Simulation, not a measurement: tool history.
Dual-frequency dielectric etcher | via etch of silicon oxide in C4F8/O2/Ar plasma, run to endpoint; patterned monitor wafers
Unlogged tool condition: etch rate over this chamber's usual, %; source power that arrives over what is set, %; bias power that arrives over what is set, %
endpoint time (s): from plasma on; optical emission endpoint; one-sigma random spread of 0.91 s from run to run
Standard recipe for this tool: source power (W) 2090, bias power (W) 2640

| run | hour | source power (W) | bias power (W) | wafers since the last listed run | hours since the last wet clean | hours since the last source power generator calibration | hours since the last bias power generator calibration | hours since the last upper electrode change | incoming incoming film thickness, nm | endpoint time (s) |
|---|---|---|---|---|---|---|---|---|---|---|
| 1 | 0.0 | 1930 | 2291 | 0 | 215.9 | 2844.9 | 1309.8 | 3586.3 | 1083.6 | 187.3 |
| 2 | 16.3 | 1930 | 2291 | 90 | 232.2 | 2861.2 | 1326.1 | 3602.6 | 1086.7 | 188.0 |
| 3 | 27.8 | 2090 | 2902 | 63 | 243.7 | 2872.7 | 1337.6 | 3614.1 | 1085.6 | 173.3 |
| 4 | 42.9 | 2090 | 2902 | 83 | 258.8 | 2887.8 | 1352.7 | 3629.2 | 1088.2 | 171.7 |
| 5 | 95.6 | 2090 | 2640 | 291 | 311.5 | 2940.5 | 1405.4 | 3681.9 | 1073.3 | 176.5 |
| 6 | 101.9 | 2090 | 2298 | 34 | 317.8 | 2946.8 | 1411.7 | 3688.2 | 1069.8 | 180.6 |
|  | 110.0 | source power generator calibrated |
| 7 | 114.6 | 2090 | 2298 | 48 | 330.5 | 4.6 | 1424.4 | 3700.9 | 1075.5 | 179.4 |
| 8 | 123.8 | 2090 | 2640 | 50 | 339.7 | 13.8 | 1433.6 | 3710.1 | 1077.7 | 177.7 |
| 9 | 135.2 | 2090 | 2640 | 62 | 351.1 | 25.2 | 1445.0 | 3721.5 | 1067.6 | 173.8 |
| 10 | 145.4 | 2090 | 2640 | 56 | 361.3 | 35.4 | 1455.2 | 3731.7 | 1082.2 | 177.9 |
| 11 | 182.0 | 2090 | 2843 | 202 | 397.9 | 72.0 | 1491.8 | 3768.3 | 1076.0 | 174.7 |
| 12 | 195.0 | 2090 | 2843 | 71 | 410.9 | 85.0 | 1504.8 | 3781.3 | 1090.8 | 176.6 |
|  | 206.1 | bias power generator calibrated |
| 13 | 206.6 | 2090 | 2843 | 41 | 422.5 | 96.6 | 0.5 | 3792.9 | 1086.2 | 176.7 |
| 14 | 217.0 | 2090 | 2912 | 57 | 432.9 | 107.0 | 10.9 | 3803.3 | 1083.1 | 174.5 |
| 15 | 226.7 | 2550 | 3275 | 53 | 442.6 | 116.7 | 20.6 | 3813.0 | 1079.3 | 156.1 |
| 16 | 244.5 | 2090 | 2166 | 98 | 460.4 | 134.5 | 38.4 | 3830.8 | 1081.3 | 186.0 |
| 17 | 256.4 | 1710 | 3013 | 65 | 472.3 | 146.4 | 50.3 | 3842.7 | 1073.0 | 185.3 |
| 18 | 268.3 | 2090 | 2640 | 65 | 484.2 | 158.3 | 62.2 | 3854.6 | 1065.6 | 174.1 |
|  | 301.4 | upper electrode replaced |
| 19 | 301.9 | 2260 | 2921 | 53 | 517.8 | 191.9 | 95.8 | 0.5 | 1070.6 | 168.2 |
| 20 | 302.3 | 1930 | 2291 | 2 | 518.2 | 192.3 | 96.2 | 0.9 | 1073.3 | 189.8 |
| 21 | 302.8 | 2090 | 2640 | 2 | 518.7 | 192.8 | 96.7 | 1.4 | 1091.8 | 182.2 |
| 22 | 312.3 | 1820 | 2945 | 52 | 528.2 | 202.3 | 106.2 | 10.9 | 1078.3 | 185.2 |
| 23 | 322.8 | 2600 | 3216 | 58 | 538.7 | 212.8 | 116.7 | 21.4 | 1083.6 | 159.2 |
|  | 349.5 | wet clean of the chamber |
| 24 | 350.0 | 2090 | 2640 | 17 | 0.5 | 240.0 | 143.9 | 48.6 | 1082.4 | 171.4 |
| 25 | 350.4 | 2520 | 2640 | 2 | 0.9 | 240.4 | 144.3 | 49.0 | 1080.9 | 158.1 |
| 26 | 358.5 | 2090 | 3062 | 44 | 9.0 | 248.5 | 152.4 | 57.1 | 1069.1 | 160.7 |
| 27 | 366.5 | 2090 | 2640 | 44 | 17.0 | 256.5 | 160.4 | 65.1 | 1076.4 | 170.7 |
| 28 | 375.8 | 1900 | 2044 | 51 | 26.3 | 265.8 | 169.7 | 74.4 | 1077.5 | 185.5 |
| 29 | 391.6 | 1820 | 2945 | 87 | 42.1 | 281.6 | 185.5 | 90.2 | 1070.6 | 171.6 |
| 30 | 400.1 | 2600 | 3089 | 46 | 50.6 | 290.1 | 194.0 | 98.7 | 1074.8 | 149.1 |
| 31 | 410.8 | 2090 | 2640 | 59 | 61.3 | 300.8 | 204.7 | 109.4 | 1070.3 | 168.5 |
| 32 | 416.9 | 1640 | 2971 | 33 | 67.4 | 306.9 | 210.8 | 115.5 | 1080.0 | 181.9 |
| 33 | 444.0 | 2090 | 2640 | 149 | 94.5 | 334.0 | 237.9 | 142.6 | 1091.5 | 171.0 |
| 34 | 453.9 | 1920 | 2204 | 54 | 104.4 | 343.9 | 247.8 | 152.5 | 1080.7 | 184.0 |

Forecast each of these 5 alternatives for the next run:
| A | 454.4 | 2090 | 2640 | 2 | 104.9 | 344.4 | 248.3 | 153.0 | 1075.0 | ? |
| B | 454.4 | 1640 | 2262 | 2 | 104.9 | 344.4 | 248.3 | 153.0 | 1075.0 | ? |
| C | 454.4 | 1910 | 2640 | 2 | 104.9 | 344.4 | 248.3 | 153.0 | 1075.0 | ? |
| D | 454.4 | 2550 | 3170 | 2 | 104.9 | 344.4 | 248.3 | 153.0 | 1075.0 | ? |
| E | 454.4 | 2300 | 2640 | 2 | 104.9 | 344.4 | 248.3 | 153.0 | 1075.0 | ? |

| run | endpoint time (s) |
|---|---|
| A | 170.1 |
| B | 193.8 |
| C | 176.1 |
| D | 150.4 |
| E | 163.9 |
Without the tool's hidden state the same runs would have given:
| run | endpoint time (s) |
|---|---|
| A | 170.7 |
| B | 194.6 |
| C | 176.7 |
| D | 150.9 |
| E | 164.5 |

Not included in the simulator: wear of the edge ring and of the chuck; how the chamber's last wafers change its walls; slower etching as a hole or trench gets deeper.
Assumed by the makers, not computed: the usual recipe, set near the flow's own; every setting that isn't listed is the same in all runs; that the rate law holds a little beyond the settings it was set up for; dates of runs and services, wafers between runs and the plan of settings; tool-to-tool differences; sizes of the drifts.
